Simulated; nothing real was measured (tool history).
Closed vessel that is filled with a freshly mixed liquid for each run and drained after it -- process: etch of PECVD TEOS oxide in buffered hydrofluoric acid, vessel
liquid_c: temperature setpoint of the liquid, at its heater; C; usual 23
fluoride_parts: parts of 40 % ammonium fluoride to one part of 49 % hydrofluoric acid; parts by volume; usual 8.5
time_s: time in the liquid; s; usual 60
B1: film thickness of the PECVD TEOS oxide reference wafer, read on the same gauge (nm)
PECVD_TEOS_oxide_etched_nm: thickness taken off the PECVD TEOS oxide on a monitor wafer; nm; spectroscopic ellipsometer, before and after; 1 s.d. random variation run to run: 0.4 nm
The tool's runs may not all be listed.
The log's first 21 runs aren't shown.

Run 22, hour 1199.4: usual settings but liquid_c 21.5 C, fluoride_parts 9.5 parts by volume, time_s 85 s; B1 80. Result: PECVD_TEOS_oxide_etched_nm 103.49 nm.
Run 23, hour 1243.1: usual settings; B1 80.01. Result: PECVD_TEOS_oxide_etched_nm 87.59 nm.
Run 24, hour 1271.8: usual settings but liquid_c 25 C; B1 79.98. Result: PECVD_TEOS_oxide_etched_nm 98.22 nm.
Run 25, hour 1317.1: usual settings but liquid_c 19 C, fluoride_parts 5.5 parts by volume, time_s 40 s; B1 80.01. Result: PECVD_TEOS_oxide_etched_nm 71 nm.
Run 26, hour 1371.4: usual settings but liquid_c 24.5 C, fluoride_parts 6 parts by volume, time_s 40 s; B1 80. Result: PECVD_TEOS_oxide_etched_nm 90.04 nm.
Run 27, hour 1409.2: usual settings but liquid_c 19.5 C, fluoride_parts 6 parts by volume, time_s 45 s; B1 80. Result: PECVD_TEOS_oxide_etched_nm 76.88 nm.
Run 28, hour 1492.9: usual settings but fluoride_parts 6.5 parts by volume; B1 80.01. Result: PECVD_TEOS_oxide_etched_nm 115.76 nm.
Run 29, hour 1551.2: usual settings but liquid_c 24.5 C; B1 80. Result: PECVD_TEOS_oxide_etched_nm 96.05 nm.
Run 30, hour 1614.8: usual settings but liquid_c 26.5 C; B1 80.03. Result: PECVD_TEOS_oxide_etched_nm 107.36 nm.
Run 31, hour 1639.4: usual settings but liquid_c 26.5 C, fluoride_parts 10 parts by volume, time_s 50 s; B1 79.98. Result: PECVD_TEOS_oxide_etched_nm 78.68 nm.
Run 32, hour 1686.5: usual settings; B1 79.98. Result: PECVD_TEOS_oxide_etched_nm 89.71 nm.
Run 33, hour 1739.6: usual settings but fluoride_parts 6.5 parts by volume, time_s 80 s; B1 79.99. Result: PECVD_TEOS_oxide_etched_nm 155.5 nm.

Alternative continuations, all from the tool just after run 33; predict every row:
Run A, hour 1740.3: usual settings but time_s 80 s; B1 ?. Result: PECVD_TEOS_oxide_etched_nm ?.
Run B, hour 1740.3: usual settings but fluoride_parts 10 parts by volume; B1 ?. Result: PECVD_TEOS_oxide_etched_nm ?.
Run C, hour 1740.3: usual settings but liquid_c 27.5 C, time_s 85 s; B1 ?. Result: PECVD_TEOS_oxide_etched_nm ?.
Run D, hour 1740.3: usual settings but liquid_c 25.5 C, fluoride_parts 6 parts by volume, time_s 75 s; B1 ?. Result: PECVD_TEOS_oxide_etched_nm ?.

run     B1  PECVD_TEOS_oxide_etched_nm
  A  80.02                      119.74
  B  80.02                       78.11
  C  80.02                      162.25
  D  80.02                      180.25
With the hidden condition removed and each run's random variation left untouched, the same runs would have given:
run  PECVD_TEOS_oxide_etched_nm
  A                      116.57
  B                       76.89
  C                      157.95
  D                       176.5
